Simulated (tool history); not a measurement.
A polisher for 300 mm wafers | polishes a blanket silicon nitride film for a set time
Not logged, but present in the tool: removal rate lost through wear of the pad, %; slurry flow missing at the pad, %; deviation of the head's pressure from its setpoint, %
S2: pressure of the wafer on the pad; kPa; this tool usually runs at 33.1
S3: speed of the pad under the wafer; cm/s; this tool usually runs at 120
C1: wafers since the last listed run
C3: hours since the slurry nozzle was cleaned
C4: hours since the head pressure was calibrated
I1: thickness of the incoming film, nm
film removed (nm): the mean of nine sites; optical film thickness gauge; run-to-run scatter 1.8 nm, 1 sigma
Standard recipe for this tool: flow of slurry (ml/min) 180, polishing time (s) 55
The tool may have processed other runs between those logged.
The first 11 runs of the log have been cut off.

{"hour": 552.6, "done": "worn pad replaced by a new one"}
{"run": 12, "hour": 636.7, "flow of slurry (ml/min)": 180, "S2": 33.1, "S3": 120, "polishing time (s)": 55, "C1": 2062, "wafers polished on this pad": 1100, "C3": 275.4, "C4": 1246.9, "I1": 698.6, "film removed (nm)": 163.2}
{"hour": 669.3, "done": "head pressure recalibrated"}
{"run": 13, "hour": 670.2, "flow of slurry (ml/min)": 180, "S2": 33.1, "S3": 120, "polishing time (s)": 55, "C1": 412, "wafers polished on this pad": 1513, "C3": 308.9, "C4": 0.9, "I1": 674.4, "film removed (nm)": 160.5}
{"hour": 764.5, "done": "slurry nozzle cleaned"}
{"run": 14, "hour": 830.0, "flow of slurry (ml/min)": 180, "S2": 33.1, "S3": 120, "polishing time (s)": 55, "C1": 2078, "wafers polished on this pad": 3591, "C3": 65.5, "C4": 160.7, "I1": 677.2, "film removed (nm)": 166.3}
{"run": 15, "hour": 870.6, "flow of slurry (ml/min)": 180, "S2": 33.1, "S3": 120, "polishing time (s)": 55, "C1": 531, "wafers polished on this pad": 4122, "C3": 106.1, "C4": 201.3, "I1": 692.8, "film removed (nm)": 165.8}
{"run": 16, "hour": 905.7, "flow of slurry (ml/min)": 150, "S2": 29.0, "S3": 120, "polishing time (s)": 55, "C1": 459, "wafers polished on this pad": 4582, "C3": 141.2, "C4": 236.4, "I1": 692.3, "film removed (nm)": 147.2}
{"hour": 936.7, "done": "worn pad replaced by a new one"}
{"run": 17, "hour": 937.5, "flow of slurry (ml/min)": 150, "S2": 29.0, "S3": 120, "polishing time (s)": 55, "C1": 363, "wafers polished on this pad": 10, "C3": 173.0, "C4": 268.2, "I1": 690.6, "film removed (nm)": 144.2}
{"run": 18, "hour": 965.1, "flow of slurry (ml/min)": 235, "S2": 33.1, "S3": 156, "polishing time (s)": 44, "C1": 361, "wafers polished on this pad": 372, "C3": 200.6, "C4": 295.8, "I1": 701.9, "film removed (nm)": 165.5}
{"run": 19, "hour": 1007.5, "flow of slurry (ml/min)": 180, "S2": 33.1, "S3": 90, "polishing time (s)": 55, "C1": 554, "wafers polished on this pad": 927, "C3": 243.0, "C4": 338.2, "I1": 691.9, "film removed (nm)": 129.2}
{"run": 20, "hour": 1079.4, "flow of slurry (ml/min)": 140, "S2": 25.5, "S3": 120, "polishing time (s)": 55, "C1": 940, "wafers polished on this pad": 1868, "C3": 314.9, "C4": 410.1, "I1": 689.7, "film removed (nm)": 131.0}
{"hour": 1090.3, "done": "slurry nozzle cleaned"}
{"run": 21, "hour": 1127.3, "flow of slurry (ml/min)": 220, "S2": 24.1, "S3": 120, "polishing time (s)": 55, "C1": 613, "wafers polished on this pad": 2481, "C3": 37.0, "C4": 458.0, "I1": 677.8, "film removed (nm)": 135.0}
{"run": 22, "hour": 1194.4, "flow of slurry (ml/min)": 180, "S2": 23.4, "S3": 120, "polishing time (s)": 55, "C1": 878, "wafers polished on this pad": 3359, "C3": 104.1, "C4": 525.1, "I1": 683.7, "film removed (nm)": 129.2}
{"run": 23, "hour": 1246.1, "flow of slurry (ml/min)": 140, "S2": 42.1, "S3": 96, "polishing time (s)": 42, "C1": 676, "wafers polished on this pad": 4036, "C3": 155.8, "C4": 576.8, "I1": 694.2, "film removed (nm)": 120.7}
{"run": 24, "hour": 1285.3, "flow of slurry (ml/min)": 180, "S2": 26.2, "S3": 120, "polishing time (s)": 55, "C1": 513, "wafers polished on this pad": 4549, "C3": 195.0, "C4": 616.0, "I1": 695.8, "film removed (nm)": 140.3}
{"hour": 1292.4, "done": "worn pad replaced by a new one"}
{"run": 25, "hour": 1336.2, "flow of slurry (ml/min)": 235, "S2": 33.1, "S3": 120, "polishing time (s)": 48, "C1": 613, "wafers polished on this pad": 573, "C3": 245.9, "C4": 666.9, "I1": 688.8, "film removed (nm)": 148.4}
{"run": 26, "hour": 1405.8, "flow of slurry (ml/min)": 180, "S2": 33.1, "S3": 120, "polishing time (s)": 55, "C1": 910, "wafers polished on this pad": 1484, "C3": 315.5, "C4": 736.5, "I1": 694.9, "film removed (nm)": 163.3}
{"hour": 1431.6, "done": "slurry nozzle cleaned"}
{"run": 27, "hour": 1465.6, "flow of slurry (ml/min)": 180, "S2": 33.1, "S3": 120, "polishing time (s)": 55, "C1": 769, "wafers polished on this pad": 2253, "C3": 34.0, "C4": 796.3, "I1": 690.5, "film removed (nm)": 162.4}
{"run": 28, "hour": 1528.1, "flow of slurry (ml/min)": 180, "S2": 40.7, "S3": 162, "polishing time (s)": 55, "C1": 817, "wafers polished on this pad": 3071, "C3": 96.5, "C4": 858.8, "I1": 688.9, "film removed (nm)": 246.2}
{"run": 29, "hour": 1595.2, "flow of slurry (ml/min)": 180, "S2": 33.1, "S3": 160, "polishing time (s)": 55, "C1": 878, "wafers polished on this pad": 3949, "C3": 163.6, "C4": 925.9, "I1": 684.0, "film removed (nm)": 207.1}
{"run": 30, "hour": 1635.9, "flow of slurry (ml/min)": 180, "S2": 33.1, "S3": 120, "polishing time (s)": 55, "C1": 532, "wafers polished on this pad": 4482, "C3": 204.3, "C4": 966.6, "I1": 690.7, "film removed (nm)": 161.9}
{"hour": 1661.0, "done": "worn pad replaced by a new one"}
{"run": 31, "hour": 1664.7, "flow of slurry (ml/min)": 180, "S2": 33.1, "S3": 120, "polishing time (s)": 44, "C1": 324, "wafers polished on this pad": 48, "C3": 233.1, "C4": 995.4, "I1": 684.8, "film removed (nm)": 133.2}
{"run": 32, "hour": 1705.8, "flow of slurry (ml/min)": 180, "S2": 41.4, "S3": 136, "polishing time (s)": 55, "C1": 537, "wafers polished on this pad": 586, "C3": 274.2, "C4": 1036.5, "I1": 695.9, "film removed (nm)": 212.8}
{"run": 33, "hour": 1760.0, "flow of slurry (ml/min)": 180, "S2": 33.1, "S3": 120, "polishing time (s)": 55, "C1": 709, "wafers polished on this pad": 1295, "C3": 328.4, "C4": 1090.7, "I1": 690.6, "film removed (nm)": 167.8}
{"run": 34, "hour": 1787.9, "flow of slurry (ml/min)": 180, "S2": 33.1, "S3": 120, "polishing time (s)": 55, "C1": 365, "wafers polished on this pad": 1660, "C3": 356.3, "C4": 1118.6, "I1": 682.9, "film removed (nm)": 164.7}

Consider 4 possible next runs. They are alternatives, not a sequence: every one starts from the tool as it was left by run 34. What does each give?
{"run": "A", "hour": 1788.3, "flow of slurry (ml/min)": 180, "S2": 33.1, "S3": 120, "polishing time (s)": 55, "C1": 5, "wafers polished on this pad": 1665, "C3": 356.7, "C4": 1119.0, "I1": 685.5, "film removed (nm)": "?"}
{"run": "B", "hour": 1788.3, "flow of slurry (ml/min)": 135, "S2": 22.8, "S3": 158, "polishing time (s)": 73, "C1": 5, "wafers polished on this pad": 1665, "C3": 356.7, "C4": 1119.0, "I1": 685.5, "film removed (nm)": "?"}
{"run": "C", "hour": 1788.3, "flow of slurry (ml/min)": 160, "S2": 33.1, "S3": 106, "polishing time (s)": 66, "C1": 5, "wafers polished on this pad": 1665, "C3": 356.7, "C4": 1119.0, "I1": 685.5, "film removed (nm)": "?"}
{"run": "D", "hour": 1788.3, "flow of slurry (ml/min)": 230, "S2": 23.4, "S3": 140, "polishing time (s)": 60, "C1": 5, "wafers polished on this pad": 1665, "C3": 356.7, "C4": 1119.0, "I1": 685.5, "film removed (nm)": "?"}

run=A film_removed_(nm)=163.0
run=B film_removed_(nm)=196.3
run=C film_removed_(nm)=173.5
run=D film_removed_(nm)=163.4
Had the tool no hidden state, the same runs would have come out as:
run=A film_removed_(nm)=163.0
run=B film_removed_(nm)=196.3
run=C film_removed_(nm)=173.5
run=D film_removed_(nm)=163.4

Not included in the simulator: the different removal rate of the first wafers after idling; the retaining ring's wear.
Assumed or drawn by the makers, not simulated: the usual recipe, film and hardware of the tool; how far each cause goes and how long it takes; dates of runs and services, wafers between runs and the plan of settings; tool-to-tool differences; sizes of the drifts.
